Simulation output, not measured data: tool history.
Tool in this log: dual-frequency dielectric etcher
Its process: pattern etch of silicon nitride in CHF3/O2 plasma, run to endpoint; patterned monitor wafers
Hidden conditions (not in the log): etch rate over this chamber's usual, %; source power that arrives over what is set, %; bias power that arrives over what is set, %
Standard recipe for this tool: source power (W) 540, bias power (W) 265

| run | hour | source power (W) | bias power (W) | wafers since the last listed run | hours since the last wet clean | hours since the last source power generator calibration | hours since the last bias power generator calibration | hours since the last upper electrode change | incoming incoming film thickness, nm | endpoint time (s) |
|---|---|---|---|---|---|---|---|---|---|---|
| 1 | 0 | 490 | 244 | 0 | 60.1 | 1082.7 | 3243 | 4756.2 | 83.3 | 52.3 |
| 2 | 12.6 | 490 | 244 | 90 | 72.7 | 1095.3 | 3255.6 | 4768.8 | 82.7 | 51.7 |
| 3 | 27.9 | 490 | 244 | 109 | 88 | 1110.6 | 3270.9 | 4784.1 | 82.5 | 51.6 |
| 4 | 98.7 | 540 | 265 | 508 | 158.8 | 1181.4 | 3341.7 | 4854.9 | 82 | 47.6 |
| 5 | 115.9 | 540 | 265 | 123 | 176 | 1198.6 | 3358.9 | 4872.1 | 83 | 48 |
| 6 | 135.9 | 450 | 290 | 143 | 196 | 1218.6 | 3378.9 | 4892.1 | 82 | 50.3 |
| 7 | 239.1 | 450 | 290 | 741 | 299.2 | 1321.8 | 3482.1 | 4995.3 | 83.4 | 50.8 |
| 8 | 258.7 | 540 | 265 | 140 | 318.8 | 1341.4 | 3501.7 | 5014.9 | 82.7 | 47.8 |
| 9 | 275.9 | 540 | 265 | 123 | 336 | 1358.6 | 3518.9 | 5032.1 | 82.4 | 47.3 |
| 10 | 296 | 570 | 265 | 144 | 356.1 | 1378.7 | 3539 | 5052.2 | 83.2 | 46.9 |
| 11 | 331.7 | 570 | 265 | 256 | 391.8 | 1414.4 | 3574.7 | 5087.9 | 82.6 | 46.7 |
|  | 340.7 | source power generator calibrated |
| 12 | 364.9 | 570 | 265 | 209 | 425 | 24.2 | 3607.9 | 5121.1 | 82.3 | 46.5 |
| 13 | 388.6 | 430 | 298 | 170 | 448.7 | 47.9 | 3631.6 | 5144.8 | 82.6 | 50.9 |
|  | 411.9 | bias power generator calibrated |
|  | 414.8 | wet clean of the chamber |
|  | 428.6 | upper electrode replaced |
| 14 | 429.1 | 580 | 215 | 142 | 14.3 | 88.4 | 17.2 | 0.5 | 82.5 | 49.5 |
| 15 | 434 | 540 | 265 | 35 | 19.2 | 93.3 | 22.1 | 5.4 | 83.1 | 47.8 |
| 16 | 447 | 430 | 285 | 93 | 32.2 | 106.3 | 35.1 | 18.4 | 82.3 | 51.4 |
| 17 | 459.3 | 450 | 290 | 88 | 44.5 | 118.6 | 47.4 | 30.7 | 83 | 50.3 |
| 18 | 472.4 | 540 | 265 | 94 | 57.6 | 131.7 | 60.5 | 43.8 | 82.5 | 48.3 |
| 19 | 504.8 | 660 | 246 | 232 | 90 | 164.1 | 92.9 | 76.2 | 83.3 | 44.9 |
| 20 | 530.6 | 680 | 205 | 185 | 115.8 | 189.9 | 118.7 | 102 | 82.5 | 45.9 |
| 21 | 556.9 | 580 | 309 | 189 | 142.1 | 216.2 | 145 | 128.3 | 83.1 | 44.5 |
| 22 | 586.3 | 540 | 212 | 211 | 171.5 | 245.6 | 174.4 | 157.7 | 83.4 | 51.7 |
| 23 | 614.2 | 660 | 286 | 200 | 199.4 | 273.5 | 202.3 | 185.6 | 83.3 | 42.9 |
| 24 | 644.3 | 540 | 265 | 216 | 229.5 | 303.6 | 232.4 | 215.7 | 83.4 | 48.5 |
| 25 | 661.8 | 610 | 265 | 125 | 247 | 321.1 | 249.9 | 233.2 | 82.9 | 44.6 |

What if the next run were any one of these 4? Each begins from the tool's condition after run 25:
| A | 662.2 | 540 | 265 | 2 | 247.4 | 321.5 | 250.3 | 233.6 | 83 | ? |
| B | 662.2 | 490 | 202 | 2 | 247.4 | 321.5 | 250.3 | 233.6 | 83 | ? |
| C | 662.2 | 600 | 301 | 2 | 247.4 | 321.5 | 250.3 | 233.6 | 83 | ? |
| D | 662.2 | 610 | 320 | 2 | 247.4 | 321.5 | 250.3 | 233.6 | 83 | ? |

| run | endpoint time (s) |
|---|---|
| A | 47.6 |
| B | 53.9 |
| C | 43.7 |
| D | 42.6 |
With no hidden state in the tool, these same runs would have given:
| run | endpoint time (s) |
|---|---|
| A | 47.6 |
| B | 53.9 |
| C | 43.7 |
| D | 42.6 |
